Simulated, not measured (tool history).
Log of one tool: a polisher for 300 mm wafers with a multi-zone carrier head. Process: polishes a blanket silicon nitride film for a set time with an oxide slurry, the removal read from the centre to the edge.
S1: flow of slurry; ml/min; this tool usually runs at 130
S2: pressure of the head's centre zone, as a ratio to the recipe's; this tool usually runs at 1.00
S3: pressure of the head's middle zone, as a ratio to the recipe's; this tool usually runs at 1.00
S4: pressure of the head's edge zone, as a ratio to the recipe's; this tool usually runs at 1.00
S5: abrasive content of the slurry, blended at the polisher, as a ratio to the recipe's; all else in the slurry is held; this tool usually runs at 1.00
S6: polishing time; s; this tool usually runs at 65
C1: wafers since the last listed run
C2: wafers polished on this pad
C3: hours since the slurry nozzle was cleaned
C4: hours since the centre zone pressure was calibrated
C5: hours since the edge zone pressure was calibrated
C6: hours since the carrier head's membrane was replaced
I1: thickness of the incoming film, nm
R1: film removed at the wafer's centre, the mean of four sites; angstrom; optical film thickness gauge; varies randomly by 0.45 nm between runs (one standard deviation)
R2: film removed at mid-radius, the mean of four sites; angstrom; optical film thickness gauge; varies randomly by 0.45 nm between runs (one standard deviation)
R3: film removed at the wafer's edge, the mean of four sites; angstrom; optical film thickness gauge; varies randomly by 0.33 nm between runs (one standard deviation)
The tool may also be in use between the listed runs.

run    hour   S1    S2    S3    S4    S5  S6    C1    C2     C3     C4     C5      C6     I1   R1   R2   R3
  1     0.0  130  1.00  1.00  1.00  1.00  65     0  4031    3.5   40.4  133.4   310.7  501.8  332  314  341
  2    98.1  130  1.00  1.00  1.00  1.00  65  1185  5217  101.6  138.5  231.5   408.8  509.8  331  307  338
      106.8  -- worn pad replaced by a new one
  3   138.5  130  1.00  1.00  1.00  1.00  47   440   383  142.0  178.9  271.9   449.2  513.3  233  225  245
  4   193.0  130  1.00  1.00  1.00  1.00  47   658  1041  196.5  233.4  326.4   503.7  512.4  234  229  244
  5   245.3  130  1.00  1.00  1.00  1.10  48   632  1674  248.8  285.7  378.7   556.0  507.5  244  237  258
      293.9  -- edge zone pressure recalibrated
  6   324.0  130  1.00  1.00  1.00  1.25  65   927  2601  327.5  364.4   30.1   634.7  512.5  365  341  372
      369.6  -- slurry nozzle cleaned
  7   406.7  130  1.00  1.00  1.00  1.25  65   987  3589   37.1  447.1  112.8   717.4  502.4  359  347  367
      475.3  -- worn pad replaced by a new one
  8   507.8  145  0.96  1.00  1.03  1.00  65  1173   393  138.2  548.2  213.9   818.5  507.4  322  311  351
  9   605.2  100  1.00  1.00  0.95  0.80  65  1177  1570  235.6  645.6  311.3   915.9  499.0  271  258  282
 10   689.0  130  0.91  1.00  0.89  1.00  65  1013  2583  319.4  729.4  395.1   999.7  509.1  298  312  320
      708.5  -- edge zone pressure recalibrated
      733.0  -- slurry nozzle cleaned
 11   733.4  145  0.96  1.00  1.03  1.00  65   500  3084    0.4  773.8   24.9  1044.1  514.7  324  321  349
 12   812.4  170  0.94  1.00  1.00  1.00  65   955  4039   79.4  852.8  103.9  1123.1  509.6  324  328  356
      850.5  -- worn pad replaced by a new one
 13   856.5   90  1.06  0.95  1.00  1.00  65   484    72  123.5  896.9  148.0  1167.2  502.4  299  266  316
      868.2  -- carrier head's membrane replaced by a new one
      870.8  -- centre zone pressure recalibrated
 14   907.0  155  1.05  1.00  1.00  0.70  81   525   598  174.0   36.2  198.5    38.8  510.0  380  338  368
 15   999.4  130  0.94  1.00  1.00  1.00  57  1117  1715  266.4  128.6  290.9   131.2  505.5  271  276  301
     1086.2  -- slurry nozzle cleaned
 16  1092.4   90  1.00  0.95  1.08  1.00  65  1112  2827    6.2  221.6  383.9   224.2  513.4  297  263  326
     1134.8  -- edge zone pressure recalibrated
 17  1166.0  130  0.94  0.95  1.00  1.00  65   865  3692   79.8  295.2   31.2   297.8  515.8  318  294  334
 18  1224.9  130  1.00  1.00  1.00  1.00  65   712  4405  138.7  354.1   90.1   356.7  510.0  327  312  342
     1237.7  -- worn pad replaced by a new one
 19  1299.9  110  1.00  0.93  1.00  1.00  65   858   751  213.7  429.1  165.1   431.7  516.8  308  283  330
 20  1337.3  155  1.05  1.00  1.00  0.70  81   452  1203  251.1  466.5  202.5   469.1  509.6  379  327  362
 21  1422.6  110  0.94  1.06  1.00  1.00  85  1031  2234  336.4  551.8  287.8   554.4  499.0  388  416  425
     1437.2  -- slurry nozzle cleaned
 22  1473.7  130  1.00  1.00  0.91  1.20  65   605  2840   36.5  602.9  338.9   605.5  504.7  358  336  352

3 options for the next run, each taken on its own from the tool as it stands now. Forecast them:
  A  1474.1  130  1.00  0.92  1.00  1.00  65   4  2845  36.9  603.3  339.3  605.9  507.0   ?   ?   ?
  B  1474.1  130  1.06  1.00  0.97  0.90  65   4  2845  36.9  603.3  339.3  605.9  507.0   ?   ?   ?
  C  1474.1  130  1.00  1.00  0.97  1.00  46   4  2845  36.9  603.3  339.3  605.9  507.0   ?   ?   ?

run   R1   R2   R3
  A  331  294  334
  B  334  299  313
  C  234  222  233
Had the tool no hidden state, the same runs would have come out as:
run   R1   R2   R3
  A  331  294  334
  B  334  299  313
  C  234  222  233
